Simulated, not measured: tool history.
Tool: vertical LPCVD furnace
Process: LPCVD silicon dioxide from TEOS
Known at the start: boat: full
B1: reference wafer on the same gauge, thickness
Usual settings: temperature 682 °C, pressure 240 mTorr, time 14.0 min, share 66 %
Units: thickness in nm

Run 1, hour 0.0: usual settings; B1 64.45. Result: thickness 61.69 nm.
Run 2, hour 45.6: usual settings; B1 64.41. Result: thickness 61.16 nm.
Run 3, hour 109.2: usual settings; B1 64.50. Result: thickness 61.46 nm.
Run 4, hour 159.4: usual settings but pressure 205 mTorr; B1 64.42. Result: thickness 57.59 nm.
Run 5, hour 217.8: usual settings but pressure 205 mTorr; B1 64.37. Result: thickness 57.34 nm.
Run 6, hour 277.2: usual settings but temperature 677 °C; B1 64.50. Result: thickness 55.03 nm.
Run 7, hour 342.6: usual settings; B1 64.43. Result: thickness 62.01 nm.
Run 8, hour 404.0: usual settings; B1 64.33. Result: thickness 62.18 nm.
Run 9, hour 467.0: usual settings; B1 64.41. Result: thickness 62.31 nm.
At hour 494.0: TEOS flow controller replaced.
Run 10, hour 525.0: usual settings but time 10.5 min; B1 64.38. Result: thickness 46.58 nm.
Run 11, hour 551.1: usual settings but time 10.5 min; B1 64.42. Result: thickness 46.78 nm.
Run 12, hour 614.9: usual settings but time 10.5 min; B1 64.45. Result: thickness 46.78 nm.
At hour 666.8: thermocouples replaced and temperature profile calibrated.
Run 13, hour 676.9: usual settings but temperature 689 °C, time 16.5 min; B1 64.38. Result: thickness 81.08 nm.
Run 14, hour 716.7: usual settings but temperature 688 °C, pressure 200 mTorr, time 19.0 min, share 76 %; B1 64.35. Result: thickness 89.77 nm.
Run 15, hour 742.2: usual settings; B1 64.42. Result: thickness 57.90 nm.
Run 16, hour 837.6: usual settings but temperature 671 °C, pressure 215 mTorr; B1 64.39. Result: thickness 42.24 nm.
At hour 868.0: gauge calibrated.
Run 17, hour 906.2: usual settings but pressure 265 mTorr, share 70 %; B1 64.41. Result: thickness 62.72 nm.
Run 18, hour 940.4: usual settings; B1 64.41. Result: thickness 58.14 nm.
Run 19, hour 979.3: usual settings but temperature 690 °C, pressure 275 mTorr, time 19.0 min; B1 64.42. Result: thickness 102.67 nm.
Run 20, hour 1011.5: usual settings; B1 64.33. Result: thickness 58.25 nm.
At hour 1061.9: pressure gauge zeroed.
Run 21, hour 1072.5: usual settings but share 72 %; B1 64.42. Result: thickness 60.01 nm.
Run 22, hour 1117.9: usual settings but temperature 678 °C, pressure 220 mTorr, share 77 %; B1 64.36. Result: thickness 53.83 nm.
Run 23, hour 1185.8: usual settings but temperature 678 °C, pressure 285 mTorr; B1 64.41. Result: thickness 56.66 nm.
Run 24, hour 1256.5: usual settings but pressure 195 mTorr, share 59 %; B1 64.47. Result: thickness 49.20 nm.
Run 25, hour 1294.4: usual settings; B1 64.40. Result: thickness 57.88 nm.
Run 26, hour 1343.4: usual settings; B1 64.51. Result: thickness 57.82 nm.
Run 27, hour 1382.3: usual settings but pressure 280 mTorr, time 10.0 min, share 58 %; B1 64.36. Result: thickness 41.94 nm.
Run 28, hour 1447.2: usual settings; B1 64.43. Result: thickness 58.04 nm.
Run 29, hour 1478.1: usual settings but temperature 694 °C, pressure 180 mTorr, time 19.0 min, share 59 %; B1 64.33. Result: thickness 86.41 nm.
Run 30, hour 1502.4: usual settings but temperature 676 °C; B1 64.43. Result: thickness 50.26 nm.
Run 31, hour 1558.7: usual settings; B1 64.43. Result: thickness 58.12 nm.

What the log doesn't show, run by run:
deviation of the TEOS flow from its setpoint, %: 0 in every run
gauge reads high (%): 0 in every run
H1: true tube temperature minus thermocouple reading, K
H2: true pressure minus gauge reading, mTorr
run     H1     H2
  1   3.29    8.9
  2   3.32      9
  3   3.38   9.13
  4   3.42   9.23
  5   3.47   9.34
  6   3.52   9.45
  7   3.58   9.55
  8   3.63   9.65
  9   3.69   9.73
 10   3.73   9.81
 11   3.76   9.85
 12   3.81   9.92
 13  0.632   9.99
 14  0.666     10
 15  0.688   10.1
 16  0.769   10.2
 17  0.828   10.2
 18  0.858   10.2
 19  0.891   10.3
 20  0.918   10.3
 21  0.971  0.316
 22   1.01  0.921
 23   1.07   1.77
 24   1.13   2.59
 25   1.16   3.01
 26    1.2   3.52
 27   1.24    3.9
 28   1.29   4.51
 29   1.32   4.79
 30   1.34      5
 31   1.39   5.47

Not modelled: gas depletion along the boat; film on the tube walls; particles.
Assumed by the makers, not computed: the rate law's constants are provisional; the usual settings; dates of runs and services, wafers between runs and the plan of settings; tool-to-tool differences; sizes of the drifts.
